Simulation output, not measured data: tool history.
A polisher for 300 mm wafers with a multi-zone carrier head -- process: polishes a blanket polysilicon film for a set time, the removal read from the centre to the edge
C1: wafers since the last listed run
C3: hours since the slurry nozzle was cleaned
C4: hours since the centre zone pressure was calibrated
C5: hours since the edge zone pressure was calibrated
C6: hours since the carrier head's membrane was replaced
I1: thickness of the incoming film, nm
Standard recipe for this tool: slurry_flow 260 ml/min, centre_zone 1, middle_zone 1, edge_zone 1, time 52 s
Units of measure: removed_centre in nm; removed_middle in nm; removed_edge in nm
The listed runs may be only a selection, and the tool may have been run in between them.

Run 1, hour 0: usual settings but edge_zone 0.97; C1 0; wafers polished on this pad 120; C3 420.5; C4 544; C5 521; C6 1153.6; I1 1411.4. Result: removed_centre 241 nm, removed_middle 234.7 nm, removed_edge 227.9 nm.
Run 2, hour 8.8: usual settings but edge_zone 1.03; C1 66; wafers polished on this pad 187; C3 429.3; C4 552.8; C5 529.8; C6 1162.4; I1 1426.1. Result: removed_centre 243.2 nm, removed_middle 233.2 nm, removed_edge 232.7 nm.
Run 3, hour 26.5: usual settings but edge_zone 1.03; C1 134; wafers polished on this pad 321; C3 447; C4 570.5; C5 547.5; C6 1180.1; I1 1403.8. Result: removed_centre 234.9 nm, removed_middle 232.7 nm, removed_edge 236.9 nm.
At hour 29.5: slurry nozzle cleaned.
Run 4, hour 38.3: usual settings; C1 81; wafers polished on this pad 403; C3 8.8; C4 582.3; C5 559.3; C6 1191.9; I1 1408.4. Result: removed_centre 239.8 nm, removed_middle 228.2 nm, removed_edge 235.3 nm.
Run 5, hour 46.1: usual settings; C1 59; wafers polished on this pad 462; C3 16.6; C4 590.1; C5 567.1; C6 1199.7; I1 1405.1. Result: removed_centre 243.8 nm, removed_middle 235.1 nm, removed_edge 233.8 nm.
At hour 50.3: centre zone pressure recalibrated.
Run 6, hour 54.7: usual settings; C1 50; wafers polished on this pad 512; C3 25.2; C4 4.4; C5 575.7; C6 1208.3; I1 1406.6. Result: removed_centre 240.7 nm, removed_middle 239 nm, removed_edge 240 nm.
Run 7, hour 70.6: usual settings but slurry_flow 320 ml/min, centre_zone 1.04, middle_zone 0.94, edge_zone 1.07; C1 120; wafers polished on this pad 633; C3 41.1; C4 20.3; C5 591.6; C6 1224.2; I1 1399.2. Result: removed_centre 246.7 nm, removed_middle 228.1 nm, removed_edge 250 nm.
At hour 83.6: worn pad replaced by a new one.
At hour 86.4: carrier head's membrane replaced by a new one.
Run 8, hour 86.9: usual settings but time 38 s; C1 71; wafers polished on this pad 3; C3 57.4; C4 36.6; C5 607.9; C6 0.5; I1 1418.6. Result: removed_centre 177.1 nm, removed_middle 174.2 nm, removed_edge 174.2 nm.
Run 9, hour 96.6: usual settings; C1 73; wafers polished on this pad 77; C3 67.1; C4 46.3; C5 617.6; C6 10.2; I1 1369.5. Result: removed_centre 237.9 nm, removed_middle 232.3 nm, removed_edge 235.8 nm.
Run 10, hour 114.4: usual settings but centre_zone 0.92, time 45 s; C1 135; wafers polished on this pad 212; C3 84.9; C4 64.1; C5 635.4; C6 28; I1 1423.6. Result: removed_centre 187.1 nm, removed_middle 204.2 nm, removed_edge 202.2 nm.
Run 11, hour 125.5: usual settings; C1 84; wafers polished on this pad 296; C3 96; C4 75.2; C5 646.5; C6 39.1; I1 1391.5. Result: removed_centre 243.2 nm, removed_middle 236.5 nm, removed_edge 235.2 nm.
Run 12, hour 167.6: usual settings; C1 319; wafers polished on this pad 615; C3 138.1; C4 117.3; C5 688.6; C6 81.2; I1 1404.1. Result: removed_centre 239.3 nm, removed_middle 230.5 nm, removed_edge 237.2 nm.
At hour 176.5: worn pad replaced by a new one.
Run 13, hour 180.4: usual settings but middle_zone 0.96, edge_zone 1.12; C1 66; wafers polished on this pad 29; C3 150.9; C4 130.1; C5 701.4; C6 94; I1 1422.8. Result: removed_centre 236.7 nm, removed_middle 227.3 nm, removed_edge 246.9 nm.
At hour 182.9: edge zone pressure recalibrated.
Run 14, hour 188.1: usual settings but slurry_flow 235 ml/min; C1 43; wafers polished on this pad 72; C3 158.6; C4 137.8; C5 5.2; C6 101.7; I1 1404.8. Result: removed_centre 239.9 nm, removed_middle 232.1 nm, removed_edge 234.8 nm.
Run 15, hour 198.7: usual settings; C1 80; wafers polished on this pad 153; C3 169.2; C4 148.4; C5 15.8; C6 112.3; I1 1421.1. Result: removed_centre 237.3 nm, removed_middle 230.3 nm, removed_edge 233.8 nm.
Run 16, hour 216.5: usual settings but centre_zone 1.09, middle_zone 0.96, edge_zone 0.92, time 40 s; C1 135; wafers polished on this pad 288; C3 187; C4 166.2; C5 33.6; C6 130.1; I1 1386.2. Result: removed_centre 208.2 nm, removed_middle 177 nm, removed_edge 175.2 nm.
Run 17, hour 231.9: usual settings but slurry_flow 300 ml/min, centre_zone 0.93, middle_zone 0.95, edge_zone 0.93; C1 116; wafers polished on this pad 405; C3 202.4; C4 181.6; C5 49; C6 145.5; I1 1391.7. Result: removed_centre 228 nm, removed_middle 225.5 nm, removed_edge 228.2 nm.
Run 18, hour 242.5: usual settings but edge_zone 0.94; C1 80; wafers polished on this pad 485; C3 213; C4 192.2; C5 59.6; C6 156.1; I1 1419.5. Result: removed_centre 238.8 nm, removed_middle 233.1 nm, removed_edge 229.7 nm.
Run 19, hour 259.3: usual settings but slurry_flow 340 ml/min; C1 127; wafers polished on this pad 612; C3 229.8; C4 209; C5 76.4; C6 172.9; I1 1414.5. Result: removed_centre 248.6 nm, removed_middle 244.5 nm, removed_edge 235.7 nm.
At hour 270.2: worn pad replaced by a new one.
Run 20, hour 274.3: usual settings; C1 83; wafers polished on this pad 31; C3 244.8; C4 224; C5 91.4; C6 187.9; I1 1391.6. Result: removed_centre 238 nm, removed_middle 230.5 nm, removed_edge 236.3 nm.
Run 21, hour 291.4: usual settings but slurry_flow 345 ml/min, time 64 s; C1 129; wafers polished on this pad 160; C3 261.9; C4 241.1; C5 108.5; C6 205; I1 1419. Result: removed_centre 300.3 nm, removed_middle 296.4 nm, removed_edge 295.8 nm.

Forecast each of these 5 alternatives for the next run:
Run A, hour 291.8: usual settings but middle_zone 1.11; C1 3; wafers polished on this pad 163; C3 262.3; C4 241.5; C5 108.9; C6 205.4; I1 1399.3. Result: removed_centre ?, removed_middle ?, removed_edge ?.
Run B, hour 291.8: usual settings but middle_zone 0.97; C1 3; wafers polished on this pad 163; C3 262.3; C4 241.5; C5 108.9; C6 205.4; I1 1399.3. Result: removed_centre ?, removed_middle ?, removed_edge ?.
Run C, hour 291.8: usual settings but slurry_flow 220 ml/min, centre_zone 1.09; C1 3; wafers polished on this pad 163; C3 262.3; C4 241.5; C5 108.9; C6 205.4; I1 1399.3. Result: removed_centre ?, removed_middle ?, removed_edge ?.
Run D, hour 291.8: usual settings but time 43 s; C1 3; wafers polished on this pad 163; C3 262.3; C4 241.5; C5 108.9; C6 205.4; I1 1399.3. Result: removed_centre ?, removed_middle ?, removed_edge ?.
Run E, hour 291.8: usual settings but slurry_flow 315 ml/min, centre_zone 1.09; C1 3; wafers polished on this pad 163; C3 262.3; C4 241.5; C5 108.9; C6 205.4; I1 1399.3. Result: removed_centre ?, removed_middle ?, removed_edge ?.

run  removed_centre  removed_middle  removed_edge
  A           237.3           253.1         232.1
  B           237.1           225.7         232.6
  C           252.2           226.3         228.6
  D           196.1           191.5         192.2
  E           264.8           236.3         236.2
Had the tool no hidden state, the same runs would have come out as:
run  removed_centre  removed_middle  removed_edge
  A           237.3           253.1         232.1
  B           237.1           225.7         232.6
  C           252.2           226.3         228.6
  D           196.1           191.5         192.2
  E           264.8           236.3         236.2
